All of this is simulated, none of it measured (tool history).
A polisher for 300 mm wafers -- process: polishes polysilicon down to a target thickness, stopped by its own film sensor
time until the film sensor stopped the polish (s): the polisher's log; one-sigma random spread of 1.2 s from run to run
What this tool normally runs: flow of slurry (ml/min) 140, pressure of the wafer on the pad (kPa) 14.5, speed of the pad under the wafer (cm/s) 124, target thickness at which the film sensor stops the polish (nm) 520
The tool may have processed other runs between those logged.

run,hour,flow of slurry (ml/min),pressure of the wafer on the pad (kPa),speed of the pad under the wafer (cm/s),target thickness at which the film sensor stops the polish (nm),wafers since the last listed run,wafers polished on this pad,hours since the slurry nozzle was cleaned,hours since the head pressure was calibrated,"incoming thickness of the incoming film, nm",time until the film sensor stopped the polish (s)
1,0,140,14.5,124,520,0,108,245.8,492.4,1245.6,110.6
# hour 7: slurry nozzle cleaned
2,18,140,14.5,124,520,82,190,11,510.4,1254.2,106.7
3,30,140,14.5,124,520,58,248,23,522.4,1251.2,104.9
4,41.6,140,14.5,124,520,56,305,34.6,534,1249.9,107.2
5,48.6,140,14.5,124,520,33,338,41.6,541,1248.9,108.2
6,58.3,140,14.5,124,520,46,385,51.3,550.7,1260.5,105.9
7,68.7,140,14.5,124,520,50,436,61.7,561.1,1265.4,107.6
8,102.4,140,14.5,124,520,163,599,95.4,594.8,1242.3,105.8
# hour 139.9: worn pad replaced by a new one
# hour 146.4: head pressure recalibrated
9,146.9,140,14.5,124,520,186,24,139.9,0.5,1244.7,106.9
10,151.6,140,14.5,124,520,22,46,144.6,5.2,1244.5,108.8
11,164.6,140,14.5,124,520,62,109,157.6,18.2,1247.5,108.8
12,177.9,140,14.5,124,520,64,173,170.9,31.5,1270.6,111.2
13,191.4,140,12.4,138,520,65,239,184.4,45,1257.6,109
14,200.1,190,15.9,124,642,42,281,193.1,53.7,1262,83.6
15,214.3,140,14.5,160,520,68,350,207.3,67.9,1249.9,85.1
16,227.2,140,14.5,124,520,62,412,220.2,80.8,1232.3,110.1
# hour 248.6: slurry nozzle cleaned
17,268.7,140,14.5,80,740,195,608,20.1,122.3,1248,115.2
18,276.9,140,9.7,124,739,39,648,28.3,130.5,1225.3,89.4
19,285.6,180,14.5,124,385,42,690,37,139.2,1242.3,119.8
20,291.7,115,10.3,124,520,29,719,43.1,145.3,1236.6,131.7
21,299.5,140,14.5,124,520,37,757,50.9,153.1,1245.9,104.4
# hour 307.9: worn pad replaced by a new one
22,315.4,140,15.9,124,520,57,36,66.8,169,1237.6,99.1

Pick out some run-to-run changes in time until the film sensor stopped the polish (s). Of each, how much would a tool without hidden state show as well, from the settings, what came in and chance, and how much is left for the hidden state and any gauge scatter not in both results compared?
Unlogged tool condition in this case: removal rate lost through wear of the pad, %; slurry flow missing at the pad, %; deviation of the head's pressure from its setpoint, %.
Run 1 -> 2: slurry nozzle cleaned. time until the film sensor stopped the polish (s) -3.9: hidden state -5.2, all else +1.3.
Run 16 -> 17: speed of the pad under the wafer (cm/s) 124 -> 80, target thickness at which the film sensor stops the polish (nm) 520 -> 740, slurry nozzle cleaned. time until the film sensor stopped the polish (s) +5.1: hidden state -4.8, all else +9.9.
Run 18 -> 19: flow of slurry (ml/min) 140 -> 180, pressure of the wafer on the pad (kPa) 9.7 -> 14.5, target thickness at which the film sensor stops the polish (nm) 739 -> 385. time until the film sensor stopped the polish (s) +30.4: hidden state +0.3, all else +30.1.
Run 20 -> 21: flow of slurry (ml/min) 115 -> 140, pressure of the wafer on the pad (kPa) 10.3 -> 14.5. time until the film sensor stopped the polish (s) -27.3: hidden state -0.3, all else -27.
